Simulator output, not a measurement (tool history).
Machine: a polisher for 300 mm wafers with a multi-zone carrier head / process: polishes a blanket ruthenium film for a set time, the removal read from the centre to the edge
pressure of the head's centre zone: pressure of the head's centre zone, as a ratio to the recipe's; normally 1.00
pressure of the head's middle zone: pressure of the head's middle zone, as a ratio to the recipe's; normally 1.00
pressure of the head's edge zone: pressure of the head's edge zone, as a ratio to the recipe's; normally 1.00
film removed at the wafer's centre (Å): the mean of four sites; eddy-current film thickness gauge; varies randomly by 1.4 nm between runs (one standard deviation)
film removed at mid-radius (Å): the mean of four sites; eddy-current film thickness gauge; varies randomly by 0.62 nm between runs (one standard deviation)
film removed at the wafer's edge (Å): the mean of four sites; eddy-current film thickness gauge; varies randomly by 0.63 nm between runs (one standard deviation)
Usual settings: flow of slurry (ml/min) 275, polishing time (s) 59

run	hour	flow of slurry (ml/min)	pressure of the head's centre zone	pressure of the head's middle zone	pressure of the head's edge zone	polishing time (s)	incoming thickness of the incoming film, nm	film removed at the wafer's centre (Å)	film removed at mid-radius (Å)	film removed at the wafer's edge (Å)
1	0.0	275	1.00	1.00	1.00	59	530.7	1005	977	983
2	30.5	275	1.00	1.00	1.00	59	544.4	982	968	988
# hour 36.1: carrier head's membrane replaced by a new one
3	53.9	335	1.00	1.04	1.00	59	535.8	1026	1008	1008
# hour 75.6: slurry nozzle cleaned
4	82.2	275	1.00	1.00	1.06	59	532.7	1018	967	1005
5	109.6	275	1.00	1.00	1.00	59	536.8	1038	970	989
# hour 120.6: worn pad replaced by a new one
6	128.9	275	0.90	1.00	1.00	59	534.7	953	969	987
7	163.6	275	1.11	0.90	1.07	71	534.9	1405	1077	1221
# hour 176.2: centre zone pressure recalibrated
# hour 190.7: edge zone pressure recalibrated
8	195.9	275	1.00	1.00	1.00	59	532.7	960	966	987
9	229.6	275	1.00	0.96	1.00	59	542.6	975	946	993
10	242.2	275	1.00	1.00	1.00	46	540.8	753	755	767
11	276.8	275	1.00	1.00	1.00	59	531.2	973	966	974
12	293.5	275	1.00	1.04	0.94	78	531.3	1290	1323	1271
# hour 335.8: worn pad replaced by a new one
13	400.0	275	1.00	1.00	1.00	59	532.7	1035	970	996
14	429.6	250	1.00	1.07	1.00	59	533.3	1014	1024	980
# hour 437.4: slurry nozzle cleaned
15	452.2	195	1.06	1.00	0.91	50	538.4	908	799	772
16	468.8	275	1.00	1.03	1.09	52	540.0	952	877	903
17	480.9	275	1.00	1.00	1.00	59	542.1	1094	976	985
18	516.6	275	0.91	0.90	1.11	68	539.5	1174	1032	1189
# hour 523.2: centre zone pressure recalibrated
19	545.1	275	1.08	1.00	0.90	59	541.0	1049	971	939

The next listed run, before its measurement:
# hour 561.0: worn pad replaced by a new one
20	566.6	275	1.00	1.00	1.00	59	540.9	?	?	?

{"run 20": {"film removed at the wafer's centre (Å)": 958, "film removed at mid-radius (Å)": 980, "film removed at the wafer's edge (Å)": 988}}
On a tool with no hidden condition, and with the same random variation, this run would have come out at film removed at the wafer's centre (Å) 971, film removed at mid-radius (Å) 980, film removed at the wafer's edge (Å) 988.
